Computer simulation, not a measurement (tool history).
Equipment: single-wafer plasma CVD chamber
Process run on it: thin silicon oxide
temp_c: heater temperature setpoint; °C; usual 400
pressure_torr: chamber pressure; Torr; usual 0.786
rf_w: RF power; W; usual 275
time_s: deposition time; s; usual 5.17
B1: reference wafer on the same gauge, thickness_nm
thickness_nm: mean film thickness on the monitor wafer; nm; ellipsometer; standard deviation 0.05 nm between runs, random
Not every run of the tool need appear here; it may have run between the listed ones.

Run 1, hour 0.0: usual settings but temp_c 395 °C; B1 7.513. Result: thickness_nm 7.814 nm.
Run 2, hour 18.4: usual settings but temp_c 395 °C; B1 7.523. Result: thickness_nm 7.909 nm.
Run 3, hour 50.3: usual settings; B1 7.526. Result: thickness_nm 7.842 nm.
Run 4, hour 82.9: usual settings; B1 7.520. Result: thickness_nm 7.885 nm.
Run 5, hour 107.4: usual settings; B1 7.518. Result: thickness_nm 7.824 nm.
Run 6, hour 143.3: usual settings; B1 7.517. Result: thickness_nm 7.854 nm.
Run 7, hour 156.9: usual settings; B1 7.523. Result: thickness_nm 7.761 nm.
Run 8, hour 184.3: usual settings but time_s 5.97 s; B1 7.522. Result: thickness_nm 9.093 nm.
Run 9, hour 207.8: usual settings but time_s 5.97 s; B1 7.515. Result: thickness_nm 8.988 nm.
Run 10, hour 226.8: usual settings but time_s 5.97 s; B1 7.516. Result: thickness_nm 9.005 nm.
Run 11, hour 259.0: usual settings; B1 7.517. Result: thickness_nm 7.825 nm.
Run 12, hour 286.3: usual settings; B1 7.527. Result: thickness_nm 7.784 nm.
At hour 306.5: RF generator calibrated.
At hour 308.6: capacitance manometer re-zeroed and calibrated.
Run 13, hour 309.8: usual settings; B1 7.515. Result: thickness_nm 8.354 nm.
Run 14, hour 339.2: usual settings; B1 7.520. Result: thickness_nm 8.395 nm.
Run 15, hour 357.0: usual settings; B1 7.517. Result: thickness_nm 8.407 nm.
Run 16, hour 384.7: usual settings but temp_c 412 °C, pressure_torr 0.873 Torr, time_s 4.26 s; B1 7.525. Result: thickness_nm 7.567 nm.
Run 17, hour 401.4: usual settings; B1 7.511. Result: thickness_nm 8.362 nm.
At hour 414.9: thermocouple changed; heater temperature recalibrated.
Run 18, hour 416.6: usual settings but temp_c 411 °C; B1 7.518. Result: thickness_nm 8.233 nm.
At hour 437.3: showerhead replaced.
Run 19, hour 437.7: usual settings; B1 7.519. Result: thickness_nm 8.324 nm.
At hour 450.7: gauge calibrated.
Run 20, hour 455.4: usual settings but temp_c 392 °C, pressure_torr 0.726 Torr, rf_w 235 W, time_s 4.88 s; B1 7.523. Result: thickness_nm 6.796 nm.
Run 21, hour 481.5: usual settings but pressure_torr 0.685 Torr, rf_w 250 W; B1 7.524. Result: thickness_nm 6.923 nm.
Run 22, hour 505.4: usual settings; B1 7.525. Result: thickness_nm 8.199 nm.
Run 23, hour 541.2: usual settings; B1 7.526. Result: thickness_nm 8.241 nm.
Run 24, hour 571.7: usual settings but rf_w 315 W; B1 7.522. Result: thickness_nm 8.642 nm.
Run 25, hour 657.4: usual settings but rf_w 255 W, time_s 4.19 s; B1 7.512. Result: thickness_nm 6.321 nm.
Run 26, hour 686.0: usual settings but rf_w 315 W, time_s 5.52 s; B1 7.519. Result: thickness_nm 8.985 nm.
Run 27, hour 705.1: usual settings but temp_c 388 °C, pressure_torr 0.668 Torr, rf_w 250 W, time_s 5.66 s; B1 7.512. Result: thickness_nm 7.163 nm.
Run 28, hour 727.7: usual settings; B1 7.520. Result: thickness_nm 7.993 nm.
Run 29, hour 759.4: usual settings; B1 7.514. Result: thickness_nm 7.990 nm.
Run 30, hour 771.8: usual settings but temp_c 409 °C, pressure_torr 0.928 Torr, rf_w 290 W; B1 7.512. Result: thickness_nm 9.455 nm.

List, for all runs, the conditions of the tool that the log does not record:
wafer temperature above the value expected at the setpoint (K): 0 across all the runs
delivered RF power above the setpoint (%): 0 across all the runs
gauge reads high (%): 0 across all the runs
H1: true pressure above the setpoint (%)
run      H1
  1   -7.43
  2   -7.49
  3   -7.58
  4   -7.67
  5   -7.73
  6   -7.82
  7   -7.84
  8    -7.9
  9   -7.95
 10   -7.98
 11   -8.04
 12   -8.08
 13  -0.565
 14   -1.14
 15   -1.47
 16   -1.96
 17   -2.24
 18   -2.48
 19    -2.8
 20   -3.06
 21   -3.42
 22   -3.73
 23   -4.17
 24   -4.51
 25   -5.34
 26   -5.58
 27   -5.74
 28   -5.91
 29   -6.13
 30   -6.22
